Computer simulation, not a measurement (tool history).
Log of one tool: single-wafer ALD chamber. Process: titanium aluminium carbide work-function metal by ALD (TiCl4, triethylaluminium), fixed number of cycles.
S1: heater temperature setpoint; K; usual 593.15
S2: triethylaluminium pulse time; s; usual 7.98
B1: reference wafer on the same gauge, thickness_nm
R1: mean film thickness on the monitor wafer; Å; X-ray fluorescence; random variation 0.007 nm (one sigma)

| run | hour | S1 | S2 | B1 | R1 |
|---|---|---|---|---|---|
| 1 | 0.0 | 593.15 | 7.98 | 1.901 | 19.94 |
| 2 | 90.5 | 593.15 | 7.98 | 1.900 | 19.93 |
| 3 | 192.7 | 590.15 | 7.98 | 1.900 | 19.75 |
| 4 | 274.1 | 590.15 | 7.98 | 1.900 | 19.67 |
| 5 | 326.5 | 590.15 | 7.98 | 1.900 | 19.62 |
| 6 | 421.9 | 593.15 | 7.98 | 1.901 | 19.93 |
|  | 502.6 | showerhead replaced |
| 7 | 513.3 | 593.15 | 7.98 | 1.901 | 19.74 |
| 8 | 696.5 | 593.15 | 7.98 | 1.899 | 19.73 |
| 9 | 738.2 | 593.15 | 7.98 | 1.900 | 19.76 |
|  | 817.0 | thermocouple changed; heater temperature recalibrated |
| 10 | 839.8 | 584.15 | 9.54 | 1.900 | 19.70 |
| 11 | 887.8 | 602.15 | 9.90 | 1.900 | 21.20 |
|  | 937.4 | gauge calibrated |
| 12 | 972.0 | 606.15 | 6.61 | 1.900 | 19.87 |
| 13 | 1031.2 | 607.15 | 5.24 | 1.899 | 18.56 |
| 14 | 1105.9 | 585.15 | 8.85 | 1.900 | 19.51 |
| 15 | 1345.2 | 593.15 | 7.98 | 1.899 | 19.59 |
| 16 | 1417.5 | 593.15 | 7.98 | 1.898 | 19.62 |
| 17 | 1520.6 | 593.15 | 7.98 | 1.899 | 19.53 |
| 18 | 1559.7 | 593.15 | 7.05 | 1.900 | 19.01 |
|  | 1740.4 | triethylaluminium bottle replaced |
| 19 | 1875.4 | 583.15 | 9.40 | 1.899 | 19.68 |
| 20 | 1924.8 | 585.15 | 10.27 | 1.899 | 20.18 |
| 21 | 1979.0 | 593.15 | 7.98 | 1.900 | 19.85 |
| 22 | 2187.8 | 578.15 | 5.14 | 1.900 | 16.82 |

Run 23 comes next. What will it give?
| 23 | 2262.4 | 593.15 | 7.98 | ? | ? |

Run 23 gave B1 1.900, R1 19.72 Å.
Without the tool's hidden state the same run would have given R1 19.92 Å.

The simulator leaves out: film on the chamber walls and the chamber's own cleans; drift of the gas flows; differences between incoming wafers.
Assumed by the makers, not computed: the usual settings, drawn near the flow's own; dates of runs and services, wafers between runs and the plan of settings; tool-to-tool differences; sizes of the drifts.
